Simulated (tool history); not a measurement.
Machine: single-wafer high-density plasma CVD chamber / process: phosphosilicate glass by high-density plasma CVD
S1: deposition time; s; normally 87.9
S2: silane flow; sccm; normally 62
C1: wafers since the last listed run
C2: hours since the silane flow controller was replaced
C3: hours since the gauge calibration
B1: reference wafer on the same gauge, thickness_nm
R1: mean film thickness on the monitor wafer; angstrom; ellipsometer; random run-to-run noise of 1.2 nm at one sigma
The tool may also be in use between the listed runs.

run    hour     S1  S2    C1      C2     C3       B1       R1
  1     0.0   87.9  62     0   763.9    5.1  481.101  5458.50
  2    26.5   87.9  62   329   790.4   31.6  481.079  5447.74
  3    58.3   87.9  62   394   822.2   63.4  481.024  5460.88
  4    72.2   87.9  62   172   836.1   77.3  480.956  5471.62
  5    95.6   87.9  62   290   859.5  100.7  481.103  5458.39
  6   110.5   87.9  62   185   874.4  115.6  481.016  5475.50
  7   129.2   87.9  70   232   893.1  134.3  480.993  6166.48
  8   164.9   87.9  70   443   928.8  170.0  481.236  6177.22
  9   192.7   87.9  70   345   956.6  197.8  480.951  6185.72
 10   222.7   87.9  62   372   986.6  227.8  481.099  5467.46
 11   255.4   87.9  62   406  1019.3  260.5  481.071  5496.96
 12   272.5   87.9  56   212  1036.4  277.6  480.904  4940.67
 13   294.2   87.9  56   269  1058.1  299.3  480.887  4959.86
 14   313.5   87.9  56   239  1077.4  318.6  480.929  4933.17
 15   332.1   87.9  62   230  1096.0  337.2  481.255  5479.13
 16   356.5   87.9  62   303  1120.4  361.6  480.893  5485.42
 17   381.8   87.9  62   314  1145.7  386.9  480.897  5484.90
 18   407.0   87.9  62   312  1170.9  412.1  481.107  5461.80
 19   419.6   87.9  62   156  1183.5  424.7  481.014  5469.60
 20   435.8   87.9  62   201  1199.7  440.9  480.963  5490.52
 21   453.8   87.9  62   223  1217.7  458.9  480.929  5478.93
 22   506.9   87.9  62   659  1270.8  512.0  481.288  5470.28
 23   538.6   87.9  62   393  1302.5  543.7  480.904  5487.72
 24   557.3   87.9  62   232  1321.2  562.4  481.198  5505.75
 25   574.0   72.7  53   207  1337.9  579.1  481.156  3868.41
 26   606.9   78.9  72   408  1370.8  612.0  481.032  5724.53
 27   641.8   80.5  74   433  1405.7  646.9  480.926  6015.37
 28   673.1   71.1  57   388  1437.0  678.2  480.786  4066.54
 29   708.3   98.5  62   437  1472.2  713.4  480.868  6167.90
 30   739.5  103.6  67   387  1503.4  744.6  480.999  6948.25
 31   764.2   87.9  62   306  1528.1  769.3  481.059  5479.96
      778.2  -- gauge calibrated
 32   786.8   71.6  62   280  1550.7    8.6  480.820  4461.15
 33   803.2   87.9  69   203  1567.1   25.0  481.083  6093.42
 34   829.0   87.9  62   320  1592.9   50.8  480.972  5476.56
 35   841.9   99.1  62   160  1605.8   63.7  480.906  6180.69
 36   871.9  101.1  50   372  1635.8   93.7  480.870  5076.61
 37   890.2   72.1  62   227  1654.1  112.0  481.043  4491.99
      948.2  -- silane flow controller replaced
 38   982.0   97.8  53  1040    33.8  203.8  480.998  5100.49
 39  1013.4   87.9  62   389    65.2  235.2  481.040  5388.51
 40  1031.0   72.4  57   218    82.8  252.8  481.217  4083.48
 41  1060.2   75.8  56   362   112.0  282.0  480.761  4189.84
 42  1074.2   87.9  62   173   126.0  296.0  481.038  5381.83
 43  1097.7  102.3  68   291   149.5  319.5  480.797  6917.10
 44  1133.6   87.9  52   445   185.4  355.4  481.150  4526.65
 45  1154.6   87.9  55   260   206.4  376.4  480.978  4773.53
 46  1199.0   87.9  58   551   250.8  420.8  480.967  5054.44

Results for each run, recomputed without the tool's hidden state and with each run's random variation untouched:
Hidden state present: delivered silane flow above the setpoint (%); gauge reads high (%).
run       R1
  1  5367.13
  2  5355.23
  3  5366.64
  4  5376.56
  5  5362.53
  6  5378.71
  7  6056.60
  8  6065.57
  9  6072.74
 10  5366.55
 11  5394.41
 12  4848.00
 13  4866.23
 14  4839.52
 15  5374.59
 16  5380.08
 17  5378.90
 18  5355.61
 19  5362.96
 20  5383.08
 21  5371.30
 22  5361.67
 23  5378.13
 24  5395.44
 25  3790.68
 26  5608.90
 27  5893.22
 28  3983.60
 29  6041.51
 30  6805.32
 31  5366.90
 32  4368.87
 33  5967.16
 34  5362.78
 35  6052.11
 36  4970.69
 37  4398.11
 38  5093.09
 39  5374.85
 40  4070.76
 41  4172.93
 42  5357.82
 43  6881.48
 44  4498.83
 45  4741.55
 46  5015.01
